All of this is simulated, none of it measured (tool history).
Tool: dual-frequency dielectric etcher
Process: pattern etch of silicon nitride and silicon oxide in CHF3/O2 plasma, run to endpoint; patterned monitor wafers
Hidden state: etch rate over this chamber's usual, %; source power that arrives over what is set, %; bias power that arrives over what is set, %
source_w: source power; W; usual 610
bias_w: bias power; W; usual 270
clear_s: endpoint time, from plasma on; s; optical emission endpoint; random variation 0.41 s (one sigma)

run     day  source_w  bias_w  wafers since the last listed run  hours since the last wet clean  hours since the last source power generator calibration  hours since the last bias power generator calibration  hours since the last upper electrode change  incoming incoming film thickness, nm  clear_s
  1       0       610     270                                 0                           201.9                                                    810.9                                                 2550.7                                       5060.7                                 157.5     86.2
  2   3.517       610     270                               766                           286.3                                                    895.3                                                 2635.1                                       5145.1                                 156.4     86.4
      6.167  -- wet clean of the chamber
  3   6.458       610     308                               423                               7                                                    965.9                                                 2705.7                                       5215.7                                 158.2     83.1
  4  10.171       560     296                               809                            96.1                                                     1055                                                 2794.8                                       5304.8                                 156.6     85.9
  5  12.233       560     296                               449                           145.6                                                   1104.5                                                 2844.3                                       5354.3                                 156.6     85.9
  6  15.829       560     296                               784                           231.9                                                   1190.8                                                 2930.6                                       5440.6                                 155.8     85.1
  7  18.879       610     270                               665                           305.1                                                     1264                                                 3003.8                                       5513.8                                 156.6     85.1
     20.871  -- wet clean of the chamber
  8  21.542       610     270                               362                            16.1                                                   1327.9                                                 3067.7                                       5577.7                                   157     85.3
     23.808  -- upper electrode replaced
  9  24.438       610     270                               413                            85.6                                                   1397.4                                                 3137.2                                         15.1                                 156.3     85.6
 10   27.05       610     270                               569                           148.3                                                   1460.1                                                 3199.9                                         77.8                                   157     85.6
 11  29.742       610     270                               587                           212.9                                                   1524.7                                                 3264.5                                        142.4                                 157.3     84.9
 12  31.538       480     219                               391                             256                                                   1567.8                                                 3307.6                                        185.5                                 156.5    101.7
       33.2  -- bias power generator calibrated
 13  35.233       610     270                               769                           344.7                                                   1656.5                                                   48.8                                        274.2                                 156.8     84.8
     39.171  -- wet clean of the chamber
 14  39.192       610     298                               645                             0.5                                                   1751.5                                                  143.8                                        369.2                                 158.1     82.7
 15  40.929       610     231                               378                            42.2                                                   1793.2                                                  185.5                                        410.9                                   158     89.1
     44.533  -- source power generator calibrated
 16  44.896       480     305                               828                           137.4                                                      8.7                                                  280.7                                        506.1                                 155.9     91.5
 17  47.692       680     236                               609                           204.5                                                     75.8                                                  347.8                                        573.2                                   158     86.2
 18  49.892       550     218                               479                           257.3                                                    128.6                                                  400.6                                          626                                 155.7     95.7
 19  53.312       610     224                               746                           339.4                                                    210.7                                                  482.7                                        708.1                                 156.3       91
     57.962  -- wet clean of the chamber
 20  57.983       610     330                               800                             0.5                                                    322.8                                                  594.8                                        820.2                                 157.2     81.2
 21  61.829       510     245                               838                            92.8                                                    415.1                                                  687.1                                        912.5                                 157.4     96.4
 22    63.5       610     270                               364                           132.9                                                    455.2                                                  727.2                                        952.6                                 156.3     85.8
 23  67.662       750     328                               907                           232.8                                                    555.1                                                  827.1                                       1052.5                                 157.9     74.5

Forecast each of these 3 alternatives for the next run:
  A  67.683       610     289                                 4                           233.3                                                    555.6                                                  827.6                                         1053                                 155.8        ?
  B  67.683       690     270                                 4                           233.3                                                    555.6                                                  827.6                                         1053                                 155.8        ?
  C  67.683       470     237                                 4                           233.3                                                    555.6                                                  827.6                                         1053                                 155.8        ?

run  clear_s
  A     83.6
  B     80.9
  C    100.1
Without the tool's hidden state the same runs would have given:
run  clear_s
  A     83.9
  B     81.2
  C    100.5
